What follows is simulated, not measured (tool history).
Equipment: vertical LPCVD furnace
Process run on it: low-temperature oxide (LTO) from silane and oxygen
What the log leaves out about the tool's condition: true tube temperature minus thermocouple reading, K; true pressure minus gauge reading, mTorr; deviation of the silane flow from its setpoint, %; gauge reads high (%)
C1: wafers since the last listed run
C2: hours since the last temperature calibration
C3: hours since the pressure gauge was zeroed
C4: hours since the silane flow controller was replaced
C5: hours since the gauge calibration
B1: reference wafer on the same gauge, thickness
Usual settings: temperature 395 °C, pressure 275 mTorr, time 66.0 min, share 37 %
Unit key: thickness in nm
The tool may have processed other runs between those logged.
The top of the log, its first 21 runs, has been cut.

{"run": 22, "day": 45.283, "temperature": 389, "pressure": 330, "time": 66.0, "share": 37, "C1": 629, "C2": 978.9, "C3": 785.1, "C4": 611.7, "C5": 70.6, "B1": 575.13, "thickness": 733.28}
{"run": 23, "day": 47.279, "temperature": 395, "pressure": 275, "time": 66.0, "share": 37, "C1": 564, "C2": 1026.8, "C3": 833.0, "C4": 659.6, "C5": 118.5, "B1": 573.7, "thickness": 657.96}
{"run": 24, "day": 49.617, "temperature": 395, "pressure": 275, "time": 66.0, "share": 37, "C1": 661, "C2": 1082.9, "C3": 889.1, "C4": 715.7, "C5": 174.6, "B1": 574.37, "thickness": 651.45}
{"run": 25, "day": 52.158, "temperature": 395, "pressure": 275, "time": 66.0, "share": 37, "C1": 718, "C2": 1143.9, "C3": 950.1, "C4": 776.7, "C5": 235.6, "B1": 574.29, "thickness": 653.72}
{"run": 26, "day": 54.142, "temperature": 400, "pressure": 240, "time": 77.0, "share": 33, "C1": 561, "C2": 1191.5, "C3": 997.7, "C4": 824.3, "C5": 283.2, "B1": 572.5, "thickness": 606.38}
{"run": 27, "day": 56.062, "temperature": 386, "pressure": 275, "time": 66.0, "share": 37, "C1": 543, "C2": 1237.6, "C3": 1043.8, "C4": 870.4, "C5": 329.3, "B1": 574.83, "thickness": 594.04}
{"run": 28, "day": 57.746, "temperature": 395, "pressure": 275, "time": 51.5, "share": 37, "C1": 476, "C2": 1278.0, "C3": 1084.2, "C4": 910.8, "C5": 369.7, "B1": 573.36, "thickness": 517.32}
{"run": 29, "day": 59.033, "temperature": 395, "pressure": 330, "time": 66.0, "share": 37, "C1": 364, "C2": 1308.9, "C3": 1115.1, "C4": 941.7, "C5": 400.6, "B1": 573.03, "thickness": 788.39}
{"run": 30, "day": 61.475, "temperature": 395, "pressure": 275, "time": 88.5, "share": 37, "C1": 690, "C2": 1367.5, "C3": 1173.7, "C4": 1000.3, "C5": 459.2, "B1": 574.42, "thickness": 883.73}
{"run": 31, "day": 64.083, "temperature": 387, "pressure": 255, "time": 54.0, "share": 44, "C1": 737, "C2": 1430.1, "C3": 1236.3, "C4": 1062.9, "C5": 521.8, "B1": 573.84, "thickness": 565.19}

Alternative continuations, all from the tool just after run 31; predict every row:
{"run": "A", "day": 64.283, "temperature": 395, "pressure": 275, "time": 86.5, "share": 37, "C1": 56, "C2": 1434.9, "C3": 1241.1, "C4": 1067.7, "C5": 526.6, "B1": "?", "thickness": "?"}
{"run": "B", "day": 64.283, "temperature": 392, "pressure": 275, "time": 89.5, "share": 37, "C1": 56, "C2": 1434.9, "C3": 1241.1, "C4": 1067.7, "C5": 526.6, "B1": "?", "thickness": "?"}
{"run": "C", "day": 64.283, "temperature": 386, "pressure": 325, "time": 46.0, "share": 37, "C1": 56, "C2": 1434.9, "C3": 1241.1, "C4": 1067.7, "C5": 526.6, "B1": "?", "thickness": "?"}
{"run": "D", "day": 64.283, "temperature": 401, "pressure": 325, "time": 66.0, "share": 37, "C1": 56, "C2": 1434.9, "C3": 1241.1, "C4": 1067.7, "C5": 526.6, "B1": "?", "thickness": "?"}

run=A B1=574.02 thickness=873.84
run=B B1=574.02 thickness=873.44
run=C B1=574.02 thickness=494.50
run=D B1=574.02 thickness=843.34
What these runs would have given with no unlogged condition in the tool:
run=A thickness=860.56
run=B thickness=860.01
run=C thickness=486.71
run=D thickness=830.82
